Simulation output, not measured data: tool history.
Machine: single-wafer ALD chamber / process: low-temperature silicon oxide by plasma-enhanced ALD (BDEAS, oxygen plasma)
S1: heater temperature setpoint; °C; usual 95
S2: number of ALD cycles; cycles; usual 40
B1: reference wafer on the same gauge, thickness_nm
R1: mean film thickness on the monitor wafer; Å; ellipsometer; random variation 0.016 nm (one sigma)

Run 1, day 0: usual settings; B1 5.844. Result: R1 62.92 Å.
Run 2, day 1.454: usual settings; B1 5.835. Result: R1 62.63 Å.
Run 3, day 2.538: usual settings but S2 46 cycles; B1 5.84. Result: R1 72.6 Å.
Run 4, day 4.021: usual settings but S2 46 cycles; B1 5.839. Result: R1 72.39 Å.
Run 5, day 4.933: usual settings; B1 5.837. Result: R1 62.74 Å.
Run 6, day 6.058: usual settings but S2 44 cycles; B1 5.845. Result: R1 68.84 Å.
Run 7, day 7.892: usual settings but S2 44 cycles; B1 5.841. Result: R1 69.31 Å.
At day 9.058: thermocouple changed; heater temperature recalibrated.
Run 8, day 9.071: usual settings but S2 44 cycles; B1 5.837. Result: R1 70.06 Å.
Run 9, day 10.517: usual settings; B1 5.844. Result: R1 64.1 Å.
Run 10, day 11.592: usual settings but S1 88 °C; B1 5.836. Result: R1 65.54 Å.
Run 11, day 12.142: usual settings but S1 88 °C, S2 44 cycles; B1 5.839. Result: R1 71.92 Å.
Run 12, day 13.162: usual settings but S1 90 °C; B1 5.835. Result: R1 65 Å.
At day 14.488: gauge calibrated.
Run 13, day 15.096: usual settings but S1 101 °C, S2 44 cycles; B1 5.837. Result: R1 68.67 Å.
Run 14, day 16.362: usual settings but S1 82 °C, S2 38 cycles; B1 5.841. Result: R1 63.97 Å.
Run 15, day 17.404: usual settings but S2 44 cycles; B1 5.842. Result: R1 70.21 Å.
Run 16, day 18.871: usual settings but S1 80 °C, S2 46 cycles; B1 5.843. Result: R1 78.14 Å.
Run 17, day 19.846: usual settings; B1 5.848. Result: R1 63.5 Å.
Run 18, day 20.458: usual settings but S2 43 cycles; B1 5.838. Result: R1 68.85 Å.
Run 19, day 21.038: usual settings but S1 110 °C, S2 44 cycles; B1 5.839. Result: R1 67.42 Å.

Run 20 is up next; what results do you expect?
Run 20, day 21.55: usual settings but S2 34 cycles; B1 ?. Result: R1 ?.

Run 20 produced B1 5.842, R1 54.07 Å.
Were there no unlogged condition in the tool, this run, its random variation unchanged, would have produced R1 54.3 Å.
